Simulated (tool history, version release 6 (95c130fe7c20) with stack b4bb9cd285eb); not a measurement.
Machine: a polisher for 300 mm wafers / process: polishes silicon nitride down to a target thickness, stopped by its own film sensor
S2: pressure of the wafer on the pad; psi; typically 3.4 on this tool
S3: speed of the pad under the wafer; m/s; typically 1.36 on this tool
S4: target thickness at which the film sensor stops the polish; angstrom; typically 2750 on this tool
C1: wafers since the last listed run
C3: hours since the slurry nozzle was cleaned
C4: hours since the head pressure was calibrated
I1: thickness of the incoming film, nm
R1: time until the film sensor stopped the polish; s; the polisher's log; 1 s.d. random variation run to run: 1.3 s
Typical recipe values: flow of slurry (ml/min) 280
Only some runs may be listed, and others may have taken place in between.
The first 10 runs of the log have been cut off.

Run 11, hour 865.7: usual settings; C1 520; wafers polished on this pad 726; C3 450.8; C4 549.9; I1 459.4. Result: R1 87.2 s.
At hour 933.2: slurry nozzle cleaned.
Run 12, hour 964.5: usual settings; C1 1194; wafers polished on this pad 1921; C3 31.3; C4 648.7; I1 456.7. Result: R1 87.1 s.
Run 13, hour 1027.8: usual settings; C1 773; wafers polished on this pad 2694; C3 94.6; C4 712; I1 463.9. Result: R1 89.3 s.
Run 14, hour 1132.2: usual settings but S4 2460 angstrom; C1 1275; wafers polished on this pad 3969; C3 199; C4 816.4; I1 460.7. Result: R1 103 s.
Run 15, hour 1169.4: usual settings but S4 2460 angstrom; C1 454; wafers polished on this pad 4424; C3 236.2; C4 853.6; I1 453.2. Result: R1 98.7 s.
At hour 1189.7: head pressure recalibrated.
At hour 1228.5: worn pad replaced by a new one.
Run 16, hour 1249.9: usual settings but flow of slurry (ml/min) 225, S3 1.2 m/s; C1 910; wafers polished on this pad 261; C3 316.7; C4 60.2; I1 449.4. Result: R1 94.8 s.
Run 17, hour 1342: usual settings but S2 4.1 psi, S3 1.84 m/s, S4 2460 angstrom; C1 1125; wafers polished on this pad 1386; C3 408.8; C4 152.3; I1 454.1. Result: R1 65 s.
Run 18, hour 1399.9: usual settings; C1 707; wafers polished on this pad 2093; C3 466.7; C4 210.2; I1 461.5. Result: R1 88.9 s.
At hour 1423.1: slurry nozzle cleaned.
Run 19, hour 1442.4: usual settings but flow of slurry (ml/min) 235, S2 4.1 psi, S3 1.18 m/s; C1 506; wafers polished on this pad 2600; C3 19.3; C4 252.7; I1 458.7. Result: R1 82.8 s.
Run 20, hour 1507.6: usual settings but S3 1.64 m/s, S4 2360 angstrom; C1 796; wafers polished on this pad 3396; C3 84.5; C4 317.9; I1 463.1. Result: R1 91 s.
Run 21, hour 1549.1: usual settings but S2 4.5 psi, S3 1.82 m/s, S4 2140 angstrom; C1 506; wafers polished on this pad 3903; C3 126; C4 359.4; I1 458.9. Result: R1 69.6 s.
Run 22, hour 1636.3: usual settings; C1 1065; wafers polished on this pad 4969; C3 213.2; C4 446.6; I1 465.9. Result: R1 91.6 s.
At hour 1660.9: worn pad replaced by a new one.
Run 23, hour 1693: usual settings but flow of slurry (ml/min) 220, S2 4.2 psi, S3 1.78 m/s, S4 3170 angstrom; C1 643; wafers polished on this pad 391; C3 269.9; C4 503.3; I1 460. Result: R1 46.5 s.
At hour 1900.8: head pressure recalibrated.
Run 24, hour 1930.6: usual settings but S3 0.94 m/s, S4 2970 angstrom; C1 2878; wafers polished on this pad 3270; C3 507.5; C4 29.8; I1 460.3. Result: R1 103 s.
At hour 2000.7: slurry nozzle cleaned.
Run 25, hour 2013: usual settings but flow of slurry (ml/min) 370; C1 994; wafers polished on this pad 4264; C3 12.3; C4 112.2; I1 455.4. Result: R1 84.9 s.
At hour 2093.9: worn pad replaced by a new one.
Run 26, hour 2103.2: usual settings; C1 1053; wafers polished on this pad 113; C3 102.5; C4 202.4; I1 461.6. Result: R1 87.6 s.
Run 27, hour 2183.8: usual settings but flow of slurry (ml/min) 370, S3 1 m/s, S4 2230 angstrom; C1 984; wafers polished on this pad 1097; C3 183.1; C4 283; I1 461.4. Result: R1 141.1 s.
Run 28, hour 2271.9: usual settings; C1 1076; wafers polished on this pad 2174; C3 271.2; C4 371.1; I1 457.7. Result: R1 87.9 s.
Run 29, hour 2316.6: usual settings but flow of slurry (ml/min) 200, S2 2.3 psi, S3 0.98 m/s, S4 3310 angstrom; C1 546; wafers polished on this pad 2720; C3 315.9; C4 415.8; I1 460.3. Result: R1 124 s.
Run 30, hour 2419.7: usual settings but S2 4 psi, S3 1.66 m/s; C1 1259; wafers polished on this pad 3979; C3 419; C4 518.9; I1 456.6. Result: R1 61.2 s.

Here are 4 independent what-if runs from the current tool condition. What would each one return?
Run A, hour 2420.1: usual settings but flow of slurry (ml/min) 375; C1 4; wafers polished on this pad 3984; C3 419.4; C4 519.3; I1 452.8. Result: R1 ?.
Run B, hour 2420.1: usual settings but flow of slurry (ml/min) 220, S4 3170 angstrom; C1 4; wafers polished on this pad 3984; C3 419.4; C4 519.3; I1 452.8. Result: R1 ?.
Run C, hour 2420.1: usual settings but flow of slurry (ml/min) 370, S2 2.7 psi; C1 4; wafers polished on this pad 3984; C3 419.4; C4 519.3; I1 452.8. Result: R1 ?.
Run D, hour 2420.1: usual settings but S2 3.8 psi; C1 4; wafers polished on this pad 3984; C3 419.4; C4 519.3; I1 452.8. Result: R1 ?.

run     R1
  A   84.4
  B   68.1
  C  106.4
  D   77.5
Without the tool's hidden state the same runs would have given:
run     R1
  A   84.4
  B   68.1
  C  106.4
  D   77.5

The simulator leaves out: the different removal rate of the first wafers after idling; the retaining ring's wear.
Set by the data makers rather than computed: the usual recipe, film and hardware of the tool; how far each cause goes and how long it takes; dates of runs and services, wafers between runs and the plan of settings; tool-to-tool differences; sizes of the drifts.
